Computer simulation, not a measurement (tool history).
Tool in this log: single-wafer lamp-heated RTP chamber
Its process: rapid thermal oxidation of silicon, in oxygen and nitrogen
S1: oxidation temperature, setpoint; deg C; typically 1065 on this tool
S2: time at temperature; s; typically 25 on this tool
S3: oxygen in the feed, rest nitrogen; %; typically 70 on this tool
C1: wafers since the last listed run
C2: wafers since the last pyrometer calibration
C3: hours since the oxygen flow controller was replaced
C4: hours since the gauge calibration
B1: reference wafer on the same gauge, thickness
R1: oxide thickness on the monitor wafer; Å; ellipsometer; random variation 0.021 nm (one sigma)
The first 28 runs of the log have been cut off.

run    hour    S1  S2  S3    C1    C2     C3     C4     B1     R1
        777  -- pyrometer window cleaned and pyrometer calibrated
 29   777.6  1049  29  90   216     8   52.9  101.8  6.662  59.88
 30   799.3  1053  36  70   281   290   74.6  123.5  6.661  61.99
 31   899.2  1065  25  70  1297  1587  174.5  223.4  6.657  57.22
 32   982.4  1052  16  51  1080  2668  257.7  306.6  6.649   39.5
 33  1008.8  1040  33  92   342  3011  284.1    333   6.64   60.1
     1033.6  -- pyrometer window cleaned and pyrometer calibrated
 34  1034.1  1050  25  70   224     7  309.4  358.3  6.642  52.07
 35  1061.1  1065  14  70   350   357  336.4  385.3  6.639  45.34
 36  1159.4  1042  36  98  1276  1634  434.7  483.6   6.63  64.49
 37  1189.7  1065  25  70   393  2028    465  513.9  6.629  57.34

5 ways to go on from here, each from the tool as it stands after run 37. What would each give?
  A  1190.2  1039  25  70   6  2034  465.5  514.4   ?   ?
  B  1190.2  1091  20  60   6  2034  465.5  514.4   ?   ?
  C  1190.2  1065  33  70   6  2034  465.5  514.4   ?   ?
  D  1190.2  1065  37  70   6  2034  465.5  514.4   ?   ?
  E  1190.2  1089  25  70   6  2034  465.5  514.4   ?   ?

run     B1     R1
  A  6.632   48.1
  B  6.632   58.5
  C  6.632  64.32
  D  6.632  67.56
  E  6.632  66.86
With no hidden state in the tool, these same runs would have given:
run     R1
  A  48.23
  B  58.65
  C  64.49
  D  67.74
  E  67.04
